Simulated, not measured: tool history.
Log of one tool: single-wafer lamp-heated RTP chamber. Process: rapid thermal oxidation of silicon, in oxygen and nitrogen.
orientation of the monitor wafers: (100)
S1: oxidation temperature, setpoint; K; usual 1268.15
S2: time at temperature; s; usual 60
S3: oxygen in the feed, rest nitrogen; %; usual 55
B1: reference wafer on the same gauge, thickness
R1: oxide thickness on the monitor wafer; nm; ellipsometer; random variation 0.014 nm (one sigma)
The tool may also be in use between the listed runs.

run	hour	S1	S2	S3	B1	R1
1	0	1268.15	52	55	4.208	4.1
2	18	1268.15	52	55	4.207	4.061
3	35.3	1268.15	60	55	4.209	4.299
4	47	1268.15	60	55	4.213	4.316
5	63.9	1268.15	60	55	4.207	4.299
6	71.5	1268.15	67	55	4.21	4.565
# hour 80.5: pyrometer window cleaned and pyrometer calibrated
7	84.3	1268.15	67	55	4.21	4.535
8	94.6	1268.15	60	70	4.211	4.68
9	112.6	1268.15	60	70	4.21	4.703
10	123.8	1268.15	60	55	4.208	4.298
11	134.4	1268.15	60	55	4.211	4.307
12	143.4	1288.15	60	46	4.208	4.702
13	155.1	1288.15	60	46	4.211	4.656
# hour 163.3: gauge calibrated
14	167.5	1268.15	60	55	4.21	4.318
15	174.9	1268.15	60	39	4.214	3.855
16	192.4	1247.15	60	55	4.206	3.755
17	204.2	1268.15	52	55	4.207	4.085
18	217.2	1268.15	60	55	4.21	4.302
19	230.6	1268.15	60	68	4.217	4.656
20	246.2	1268.15	60	55	4.208	4.327

Run 21 comes next. What will it give?
21	263.8	1292.15	60	55	?	?

B1: 4.206
R1: 5.102 nm
Without the tool's hidden state the same run would have given R1 5.102 nm.
